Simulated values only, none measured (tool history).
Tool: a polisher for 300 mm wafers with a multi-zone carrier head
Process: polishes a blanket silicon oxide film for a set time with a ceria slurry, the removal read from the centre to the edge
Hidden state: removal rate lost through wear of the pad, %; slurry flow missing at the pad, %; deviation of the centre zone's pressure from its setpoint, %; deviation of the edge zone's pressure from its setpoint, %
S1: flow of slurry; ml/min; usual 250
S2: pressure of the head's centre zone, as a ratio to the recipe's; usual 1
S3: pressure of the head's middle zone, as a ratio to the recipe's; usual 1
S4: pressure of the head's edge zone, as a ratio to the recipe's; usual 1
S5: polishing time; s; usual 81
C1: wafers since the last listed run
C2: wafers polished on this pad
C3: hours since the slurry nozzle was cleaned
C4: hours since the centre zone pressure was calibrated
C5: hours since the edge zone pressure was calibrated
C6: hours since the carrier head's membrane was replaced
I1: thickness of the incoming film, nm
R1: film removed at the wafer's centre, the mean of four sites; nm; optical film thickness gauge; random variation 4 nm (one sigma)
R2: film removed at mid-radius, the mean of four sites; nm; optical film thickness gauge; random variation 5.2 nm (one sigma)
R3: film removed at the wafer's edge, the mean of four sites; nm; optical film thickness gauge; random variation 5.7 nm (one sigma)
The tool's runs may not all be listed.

| run | hour | S1 | S2 | S3 | S4 | S5 | C1 | C2 | C3 | C4 | C5 | C6 | I1 | R1 | R2 | R3 |
|---|---|---|---|---|---|---|---|---|---|---|---|---|---|---|---|---|
| 1 | 0 | 250 | 1 | 1 | 1 | 81 | 0 | 909 | 194.6 | 167.1 | 343 | 360.6 | 1711.1 | 447.9 | 439.2 | 450.5 |
| 2 | 62.2 | 195 | 1 | 1.06 | 1 | 81 | 594 | 1503 | 256.8 | 229.3 | 405.2 | 422.8 | 1716.5 | 433.4 | 454.4 | 450.7 |
| 3 | 109.5 | 290 | 0.96 | 0.92 | 1 | 60 | 451 | 1955 | 304.1 | 276.6 | 452.5 | 470.1 | 1733.7 | 321.3 | 305.7 | 337.5 |
| 4 | 145.6 | 250 | 1 | 1 | 1 | 81 | 344 | 2300 | 340.2 | 312.7 | 488.6 | 506.2 | 1735.9 | 451 | 439.2 | 456.9 |
| 5 | 192.6 | 220 | 0.95 | 1 | 1 | 62 | 448 | 2748 | 387.2 | 359.7 | 535.6 | 553.2 | 1759.7 | 319.2 | 324.1 | 349.8 |
| 6 | 249.6 | 250 | 0.9 | 1 | 0.89 | 81 | 544 | 3293 | 444.2 | 416.7 | 592.6 | 610.2 | 1709 | 403.4 | 443.7 | 437.8 |
|  | 270.1 | centre zone pressure recalibrated |
|  | 272.9 | worn pad replaced by a new one |
| 7 | 284.8 | 250 | 0.94 | 1.11 | 0.97 | 89 | 290 | 113 | 479.4 | 14.7 | 627.8 | 645.4 | 1759.7 | 467.5 | 533.9 | 486.4 |
|  | 287.8 | slurry nozzle cleaned |
| 8 | 330.4 | 250 | 1 | 0.91 | 1.09 | 95 | 425 | 539 | 42.6 | 60.3 | 673.4 | 691 | 1747.3 | 526 | 479.9 | 558.6 |
| 9 | 386.5 | 280 | 1 | 1.1 | 1 | 81 | 535 | 1075 | 98.7 | 116.4 | 729.5 | 747.1 | 1733.5 | 449.1 | 482.5 | 445.6 |
| 10 | 428.5 | 250 | 1 | 1 | 1 | 81 | 401 | 1476 | 140.7 | 158.4 | 771.5 | 789.1 | 1772.9 | 441.9 | 445 | 455.6 |
| 11 | 467.6 | 290 | 1 | 1 | 1 | 95 | 373 | 1850 | 179.8 | 197.5 | 810.6 | 828.2 | 1724.7 | 532.1 | 523.3 | 544.4 |
| 12 | 510.6 | 195 | 1 | 1.03 | 1 | 81 | 410 | 2260 | 222.8 | 240.5 | 853.6 | 871.2 | 1775.7 | 434.4 | 436.9 | 441.5 |
|  | 517.8 | carrier head's membrane replaced by a new one |
| 13 | 536.6 | 250 | 1.05 | 1 | 1.05 | 63 | 200 | 2461 | 248.8 | 266.5 | 879.6 | 18.8 | 1759.3 | 367.5 | 337.6 | 358.5 |
| 14 | 571.5 | 250 | 1 | 1 | 1 | 81 | 333 | 2794 | 283.7 | 301.4 | 914.5 | 53.7 | 1751 | 448.5 | 447 | 452.3 |
|  | 602.8 | edge zone pressure recalibrated |
| 15 | 626.2 | 250 | 1 | 1 | 1 | 81 | 503 | 3298 | 338.4 | 356.1 | 23.4 | 108.4 | 1723.4 | 441.9 | 428.8 | 440.8 |
| 16 | 688.8 | 330 | 1 | 1 | 1 | 81 | 597 | 3896 | 401 | 418.7 | 86 | 171 | 1701.4 | 461.9 | 457.9 | 465.4 |
|  | 723 | centre zone pressure recalibrated |
|  | 732.4 | worn pad replaced by a new one |
| 17 | 754.2 | 250 | 1 | 1.04 | 1.08 | 81 | 567 | 207 | 466.4 | 31.2 | 151.4 | 236.4 | 1714.3 | 441.8 | 447.2 | 468 |
| 18 | 778.7 | 250 | 1 | 1 | 1 | 81 | 233 | 441 | 490.9 | 55.7 | 175.9 | 260.9 | 1737 | 449.1 | 433.4 | 455.6 |
|  | 781.7 | slurry nozzle cleaned |
| 19 | 833.8 | 250 | 1 | 1 | 1 | 101 | 516 | 958 | 52.1 | 110.8 | 231 | 316 | 1742.3 | 559.3 | 546.2 | 553.8 |
| 20 | 885.2 | 250 | 0.95 | 1.08 | 1 | 81 | 490 | 1449 | 103.5 | 162.2 | 282.4 | 367.4 | 1752.9 | 426.1 | 468.7 | 447 |
| 21 | 922.8 | 250 | 1 | 1 | 1 | 81 | 359 | 1808 | 141.1 | 199.8 | 320 | 405 | 1740.8 | 448.1 | 444.1 | 447.2 |
| 22 | 979.9 | 280 | 1 | 1 | 1 | 81 | 545 | 2354 | 198.2 | 256.9 | 377.1 | 462.1 | 1758.1 | 455.6 | 448.6 | 469 |
| 23 | 1029.8 | 250 | 1 | 1 | 1 | 81 | 476 | 2830 | 248.1 | 306.8 | 427 | 512 | 1746.2 | 450.1 | 438.7 | 452.1 |

3 ways to go on from here, each from the tool as it stands after run 23. What would each give?
| A | 1030.3 | 250 | 0.92 | 1 | 1 | 81 | 4 | 2835 | 248.6 | 307.3 | 427.5 | 512.5 | 1761.4 | ? | ? | ? |
| B | 1030.3 | 170 | 0.96 | 1 | 1.06 | 81 | 4 | 2835 | 248.6 | 307.3 | 427.5 | 512.5 | 1761.4 | ? | ? | ? |
| C | 1030.3 | 195 | 1 | 1 | 1 | 63 | 4 | 2835 | 248.6 | 307.3 | 427.5 | 512.5 | 1761.4 | ? | ? | ? |

| run | R1 | R2 | R3 |
|---|---|---|---|
| A | 406.2 | 440.6 | 450.5 |
| B | 403.4 | 421.2 | 448.4 |
| C | 333.3 | 333.3 | 343.3 |
Without the tool's hidden state the same runs would have given:
| run | R1 | R2 | R3 |
|---|---|---|---|
| A | 406.2 | 440.6 | 450.5 |
| B | 403.4 | 421.2 | 448.4 |
| C | 333.3 | 333.3 | 343.3 |
